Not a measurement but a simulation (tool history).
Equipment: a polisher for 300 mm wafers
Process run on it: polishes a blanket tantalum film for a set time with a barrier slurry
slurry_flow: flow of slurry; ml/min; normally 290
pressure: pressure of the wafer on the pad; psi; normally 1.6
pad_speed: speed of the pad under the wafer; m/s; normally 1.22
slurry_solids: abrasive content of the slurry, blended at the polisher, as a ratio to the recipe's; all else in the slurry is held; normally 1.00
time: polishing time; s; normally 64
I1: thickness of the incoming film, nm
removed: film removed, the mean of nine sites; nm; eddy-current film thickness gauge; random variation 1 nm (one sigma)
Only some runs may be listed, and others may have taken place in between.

Run 1, hour 0.0: usual settings but pressure 2.0 psi, pad_speed 1.02 m/s; I1 346.8. Result: removed 95.7 nm.
At hour 7.3: slurry nozzle cleaned.
Run 2, hour 36.4: usual settings; I1 347.6. Result: removed 100.8 nm.
At hour 69.0: slurry blender recalibrated.
Run 3, hour 117.4: usual settings; I1 354.9. Result: removed 98.2 nm.
Run 4, hour 167.5: usual settings; I1 352.8. Result: removed 97.7 nm.
At hour 182.7: worn pad replaced by a new one.
Run 5, hour 232.2: usual settings but slurry_flow 230 ml/min; I1 349.7. Result: removed 98.1 nm.
Run 6, hour 285.1: usual settings but slurry_flow 230 ml/min; I1 353.8. Result: removed 96.6 nm.
At hour 455.4: worn pad replaced by a new one.
Run 7, hour 475.9: usual settings but slurry_solids 1.05; I1 354.1. Result: removed 102.4 nm.
At hour 491.7: slurry nozzle cleaned.
Run 8, hour 502.8: usual settings but slurry_solids 1.05; I1 346.5. Result: removed 107.6 nm.
At hour 511.1: slurry blender recalibrated.
Run 9, hour 543.7: usual settings but slurry_solids 1.05; I1 349.5. Result: removed 103.9 nm.
Run 10, hour 605.8: usual settings but slurry_solids 1.15, time 73 s; I1 343.7. Result: removed 115.4 nm.
Run 11, hour 662.1: usual settings but pad_speed 1.30 m/s; I1 346.6. Result: removed 103.6 nm.
At hour 722.5: worn pad replaced by a new one.
Run 12, hour 857.5: usual settings but pad_speed 1.30 m/s; I1 354.1. Result: removed 101.7 nm.
Run 13, hour 886.0: usual settings but pad_speed 0.98 m/s; I1 347.7. Result: removed 75.8 nm.
At hour 928.7: slurry blender recalibrated.
Run 14, hour 941.2: usual settings but slurry_flow 220 ml/min, slurry_solids 0.80; I1 346.3. Result: removed 84.6 nm.
At hour 997.6: head pressure recalibrated.
Run 15, hour 1025.8: usual settings but pressure 1.0 psi, pad_speed 1.56 m/s; I1 350.3. Result: removed 82.7 nm.
At hour 1064.6: slurry nozzle cleaned.
At hour 1066.2: worn pad replaced by a new one.
Run 16, hour 1066.7: usual settings but slurry_flow 235 ml/min; I1 344.5. Result: removed 104.1 nm.
Run 17, hour 1122.7: usual settings but pad_speed 0.98 m/s; I1 345.5. Result: removed 82.0 nm.
Run 18, hour 1187.8: usual settings; I1 352.7. Result: removed 98.6 nm.
Run 19, hour 1254.2: usual settings but slurry_solids 0.80, time 52 s; I1 351.4. Result: removed 75.1 nm.
At hour 1274.6: slurry blender recalibrated.
Run 20, hour 1283.0: usual settings but slurry_solids 1.25, time 43 s; I1 347.8. Result: removed 68.6 nm.
Run 21, hour 1344.3: usual settings but slurry_flow 260 ml/min, pressure 1.8 psi; I1 344.5. Result: removed 104.7 nm.
At hour 1363.0: worn pad replaced by a new one.
Run 22, hour 1392.0: usual settings but slurry_flow 260 ml/min, slurry_solids 0.80, time 56 s; I1 354.3. Result: removed 81.1 nm.
Run 23, hour 1442.9: usual settings but pad_speed 1.64 m/s, time 85 s; I1 350.1. Result: removed 177.2 nm.
Run 24, hour 1469.1: usual settings but pad_speed 0.80 m/s, time 43 s; I1 343.4. Result: removed 43.3 nm.
Run 25, hour 1517.7: usual settings but slurry_flow 385 ml/min, pressure 1.0 psi; I1 346.6. Result: removed 70.4 nm.

Forecast each of these 4 alternatives for the next run:
Run A, hour 1518.1: usual settings; I1 350.9. Result: removed ?.
Run B, hour 1518.1: usual settings but slurry_flow 380 ml/min, pressure 1.3 psi, pad_speed 1.50 m/s, time 84 s; I1 350.9. Result: removed ?.
Run C, hour 1518.1: usual settings but slurry_flow 225 ml/min, pad_speed 0.80 m/s, time 79 s; I1 350.9. Result: removed ?.
Run D, hour 1518.1: usual settings but time 81 s; I1 350.9. Result: removed ?.

run  removed
  A     97.6
  B    139.0
  C     75.8
  D    123.5
Take away the tool's hidden state, keep each run's random variation, and the runs would have read:
run  removed
  A    110.0
  B    154.4
  C     86.8
  D    139.2
